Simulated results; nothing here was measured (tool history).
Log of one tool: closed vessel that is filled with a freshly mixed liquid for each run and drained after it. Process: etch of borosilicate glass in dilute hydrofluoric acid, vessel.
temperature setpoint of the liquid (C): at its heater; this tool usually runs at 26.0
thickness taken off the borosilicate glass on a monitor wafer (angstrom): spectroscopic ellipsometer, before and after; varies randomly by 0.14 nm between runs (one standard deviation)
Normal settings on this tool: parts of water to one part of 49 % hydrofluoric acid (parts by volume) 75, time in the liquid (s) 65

run    hour  temperature setpoint of the liquid (C)  parts of water to one part of 49 % hydrofluoric acid (parts by volume)  time in the liquid (s)  read-back film thickness of the borosilicate glass reference wafer, read on the same gauge (nm)  thickness taken off the borosilicate glass on a monitor wafer (angstrom)
  1     0.0                                    26.0                                                                      75                      65                                                                                            99.99                                                                     394.1
  2    41.1                                    26.0                                                                      75                      65                                                                                           100.01                                                                     396.3
  3    65.1                                    26.0                                                                      75                      65                                                                                           100.00                                                                     397.7
  4    92.7                                    28.5                                                                     105                      65                                                                                            99.99                                                                     301.8
      109.9  -- hydrofluoric acid flow meter replaced
  5   134.1                                    26.0                                                                      75                      65                                                                                           100.00                                                                     387.6
  6   169.8                                    26.0                                                                      75                      65                                                                                            99.99                                                                     388.8
  7   207.9                                    26.0                                                                      75                      55                                                                                            99.99                                                                     328.7
  8   261.5                                    26.0                                                                      75                      55                                                                                           100.01                                                                     330.3
  9   317.6                                    26.0                                                                      75                      55                                                                                            99.99                                                                     329.0
 10   375.5                                    22.5                                                                      75                      50                                                                                            99.99                                                                     261.3
      422.1  -- thermometer replaced
 11   435.5                                    29.0                                                                      75                      65                                                                                           100.00                                                                     436.9
 12   463.4                                    29.0                                                                      75                      65                                                                                            99.99                                                                     440.5
      474.9  -- gauge calibrated
 13   515.9                                    26.0                                                                      75                      65                                                                                           100.00                                                                     392.3
 14   547.2                                    22.0                                                                     110                      80                                                                                           100.00                                                                     268.3
 15   586.1                                    26.0                                                                      60                      65                                                                                            99.99                                                                     501.7
 16   649.1                                    26.0                                                                      75                      65                                                                                           100.00                                                                     393.5
 17   777.1                                    30.0                                                                     100                      80                                                                                            99.99                                                                     413.2
      794.7  -- hydrofluoric acid flow meter replaced
 18   825.2                                    24.0                                                                      75                      65                                                                                           100.00                                                                     357.5
 19   850.8                                    26.0                                                                      75                      65                                                                                           100.01                                                                     386.1
 20   895.5                                    26.0                                                                      50                      65                                                                                            99.99                                                                     601.9
 21   931.0                                    26.0                                                                     105                      65                                                                                           100.00                                                                     267.6
 22   994.2                                    26.0                                                                      50                      95                                                                                            99.98                                                                     881.5
 23  1051.3                                    27.5                                                                      55                      55                                                                                            99.99                                                                     494.5
 24  1095.4                                    26.0                                                                      75                      65                                                                                           100.00                                                                     390.1
 25  1165.9                                    21.0                                                                     105                      50                                                                                           100.01                                                                     170.8
 26  1224.0                                    26.0                                                                      75                      65                                                                                           100.00                                                                     392.2
 27  1288.9                                    26.0                                                                     100                      65                                                                                           100.00                                                                     287.1
 28  1340.3                                    22.0                                                                      75                      50                                                                                            99.99                                                                     259.0
 29  1387.0                                    29.0                                                                     105                      50                                                                                           100.01                                                                     234.2
 30  1411.1                                    30.0                                                                     110                     100                                                                                           100.01                                                                     464.6
 31  1435.5                                    26.0                                                                      40                      95                                                                                           100.01                                                                    1137.0
 32  1467.1                                    29.5                                                                      75                      35                                                                                           100.00                                                                     245.4
 33  1503.3                                    23.0                                                                      50                      95                                                                                            99.99                                                                     795.3
     1517.3  -- hydrofluoric acid flow meter replaced
 34  1560.2                                    26.0                                                                      75                      65                                                                                           100.01                                                                     386.7

Alternative continuations, all from the tool just after run 34; predict every row:
  A  1560.9                                    26.0                                                                      75                      65                                                                                                ?                                                                         ?
  B  1560.9                                    23.5                                                                      90                      45                                                                                                ?                                                                         ?
  C  1560.9                                    29.0                                                                      45                      65                                                                                                ?                                                                         ?

run  read-back film thickness of the borosilicate glass reference wafer, read on the same gauge (nm)  thickness taken off the borosilicate glass on a monitor wafer (angstrom)
  A                                                                                            99.99                                                                     386.3
  B                                                                                            99.99                                                                     197.9
  C                                                                                            99.99                                                                     756.7
What these runs would have given with no unlogged condition in the tool:
run  thickness taken off the borosilicate glass on a monitor wafer (angstrom)
  A                                                                     384.6
  B                                                                     197.0
  C                                                                     753.7
